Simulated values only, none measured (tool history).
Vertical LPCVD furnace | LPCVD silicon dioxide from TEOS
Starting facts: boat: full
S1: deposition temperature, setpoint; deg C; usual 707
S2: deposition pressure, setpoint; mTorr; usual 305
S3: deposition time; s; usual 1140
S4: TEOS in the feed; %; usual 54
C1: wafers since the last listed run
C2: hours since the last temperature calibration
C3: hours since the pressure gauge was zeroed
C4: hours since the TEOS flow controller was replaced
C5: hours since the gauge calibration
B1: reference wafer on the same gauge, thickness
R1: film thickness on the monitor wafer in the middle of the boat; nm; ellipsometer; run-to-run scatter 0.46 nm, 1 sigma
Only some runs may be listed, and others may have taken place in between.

run 1 hour=0.0 | S1=707 S2=305 S3=1140 S4=48 | C1=0 C2=4103.8 C3=3420.7 C4=5306.0 C5=29.4 | B1=154.97 | R1=138.35
run 2 hour=9.6 | S1=703 S2=305 S3=990 S4=54 | C1=163 C2=4113.4 C3=3430.3 C4=5315.6 C5=39.0 | B1=155.02 | R1=115.62
run 3 hour=22.8 | S1=707 S2=305 S3=1140 S4=54 | C1=224 C2=4126.6 C3=3443.5 C4=5328.8 C5=52.2 | B1=155.01 | R1=146.16
run 4 hour=31.4 | S1=707 S2=305 S3=1140 S4=54 | C1=146 C2=4135.2 C3=3452.1 C4=5337.4 C5=60.8 | B1=154.83 | R1=145.81
-- hour=55.7 TEOS flow controller replaced
run 5 hour=56.2 | S1=707 S2=305 S3=1140 S4=54 | C1=13 C2=4160.0 C3=3476.9 C4=0.5 C5=85.6 | B1=154.81 | R1=146.45
run 6 hour=60.0 | S1=707 S2=305 S3=1140 S4=54 | C1=64 C2=4163.8 C3=3480.7 C4=4.3 C5=89.4 | B1=155.11 | R1=146.46
run 7 hour=64.0 | S1=707 S2=305 S3=1140 S4=54 | C1=67 C2=4167.8 C3=3484.7 C4=8.3 C5=93.4 | B1=154.99 | R1=145.54
run 8 hour=80.2 | S1=707 S2=305 S3=1140 S4=54 | C1=275 C2=4184.0 C3=3500.9 C4=24.5 C5=109.6 | B1=154.94 | R1=146.62
run 9 hour=91.1 | S1=707 S2=305 S3=1140 S4=54 | C1=185 C2=4194.9 C3=3511.8 C4=35.4 C5=120.5 | B1=154.92 | R1=145.66
run 10 hour=108.9 | S1=707 S2=305 S3=1350 S4=65 | C1=302 C2=4212.7 C3=3529.6 C4=53.2 C5=138.3 | B1=154.94 | R1=191.10
run 11 hour=118.7 | S1=707 S2=240 S3=1140 S4=54 | C1=166 C2=4222.5 C3=3539.4 C4=63.0 C5=148.1 | B1=154.94 | R1=130.10
run 12 hour=124.8 | S1=707 S2=305 S3=1140 S4=54 | C1=103 C2=4228.6 C3=3545.5 C4=69.1 C5=154.2 | B1=155.05 | R1=146.25
run 13 hour=133.2 | S1=700 S2=265 S3=1140 S4=54 | C1=142 C2=4237.0 C3=3553.9 C4=77.5 C5=162.6 | B1=155.03 | R1=115.79
-- hour=161.5 pressure gauge zeroed
run 14 hour=162.0 | S1=707 S2=230 S3=1140 S4=54 | C1=81 C2=4265.8 C3=0.5 C4=106.3 C5=191.4 | B1=154.90 | R1=126.74
run 15 hour=165.8 | S1=697 S2=245 S3=1140 S4=43 | C1=64 C2=4269.6 C3=4.3 C4=110.1 C5=195.2 | B1=154.96 | R1=92.30
run 16 hour=169.6 | S1=707 S2=305 S3=1440 S4=50 | C1=64 C2=4273.4 C3=8.1 C4=113.9 C5=199.0 | B1=154.99 | R1=177.87
run 17 hour=181.9 | S1=702 S2=305 S3=990 S4=48 | C1=208 C2=4285.7 C3=20.4 C4=126.2 C5=211.3 | B1=154.74 | R1=106.76
-- hour=209.2 thermocouples replaced and temperature profile calibrated
run 18 hour=209.7 | S1=702 S2=305 S3=1140 S4=61 | C1=64 C2=0.5 C3=48.2 C4=154.0 C5=239.1 | B1=154.89 | R1=137.83
run 19 hour=213.5 | S1=707 S2=305 S3=1140 S4=54 | C1=64 C2=4.3 C3=52.0 C4=157.8 C5=242.9 | B1=154.97 | R1=146.07
run 20 hour=224.4 | S1=707 S2=305 S3=1140 S4=57 | C1=185 C2=15.2 C3=62.9 C4=168.7 C5=253.8 | B1=155.06 | R1=150.43
run 21 hour=238.4 | S1=707 S2=305 S3=1410 S4=54 | C1=237 C2=29.2 C3=76.9 C4=182.7 C5=267.8 | B1=154.92 | R1=179.76
run 22 hour=244.6 | S1=707 S2=305 S3=750 S4=51 | C1=105 C2=35.4 C3=83.1 C4=188.9 C5=274.0 | B1=154.83 | R1=93.89
run 23 hour=261.7 | S1=701 S2=305 S3=1140 S4=54 | C1=290 C2=52.5 C3=100.2 C4=206.0 C5=291.1 | B1=155.15 | R1=127.48
run 24 hour=269.3 | S1=707 S2=245 S3=1440 S4=54 | C1=129 C2=60.1 C3=107.8 C4=213.6 C5=298.7 | B1=155.05 | R1=166.15
run 25 hour=281.6 | S1=707 S2=305 S3=870 S4=64 | C1=208 C2=72.4 C3=120.1 C4=225.9 C5=311.0 | B1=155.16 | R1=122.02
run 26 hour=287.6 | S1=707 S2=305 S3=1140 S4=54 | C1=101 C2=78.4 C3=126.1 C4=231.9 C5=317.0 | B1=155.03 | R1=147.03
run 27 hour=298.7 | S1=707 S2=305 S3=1140 S4=54 | C1=188 C2=89.5 C3=137.2 C4=243.0 C5=328.1 | B1=154.94 | R1=146.05
run 28 hour=308.8 | S1=717 S2=375 S3=1350 S4=44 | C1=171 C2=99.6 C3=147.3 C4=253.1 C5=338.2 | B1=155.00 | R1=217.90
run 29 hour=315.6 | S1=707 S2=240 S3=1140 S4=60 | C1=115 C2=106.4 C3=154.1 C4=259.9 C5=345.0 | B1=154.96 | R1=136.35
run 30 hour=325.8 | S1=707 S2=305 S3=840 S4=54 | C1=173 C2=116.6 C3=164.3 C4=270.1 C5=355.2 | B1=154.97 | R1=107.28

Branching from run 30: 5 alternative next runs. What would each branch give?
run A hour=329.7 | S1=707 S2=305 S3=1140 S4=54 | C1=66 C2=120.5 C3=168.2 C4=274.0 C5=359.1 | B1=? | R1=?
run B hour=329.7 | S1=718 S2=330 S3=1260 S4=45 | C1=66 C2=120.5 C3=168.2 C4=274.0 C5=359.1 | B1=? | R1=?
run C hour=329.7 | S1=707 S2=305 S3=1350 S4=61 | C1=66 C2=120.5 C3=168.2 C4=274.0 C5=359.1 | B1=? | R1=?
run D hour=329.7 | S1=717 S2=305 S3=870 S4=43 | C1=66 C2=120.5 C3=168.2 C4=274.0 C5=359.1 | B1=? | R1=?
run E hour=329.7 | S1=707 S2=275 S3=1140 S4=54 | C1=66 C2=120.5 C3=168.2 C4=274.0 C5=359.1 | B1=? | R1=?

run=A B1=155.09 R1=146.13
run=B B1=155.09 R1=196.78
run=C B1=155.09 R1=183.92
run=D B1=155.09 R1=124.86
run=E B1=155.09 R1=138.75
With the hidden condition removed and each run's random variation left untouched, the same runs would have given:
run=A R1=146.13
run=B R1=196.78
run=C R1=183.92
run=D R1=124.86
run=E R1=138.75
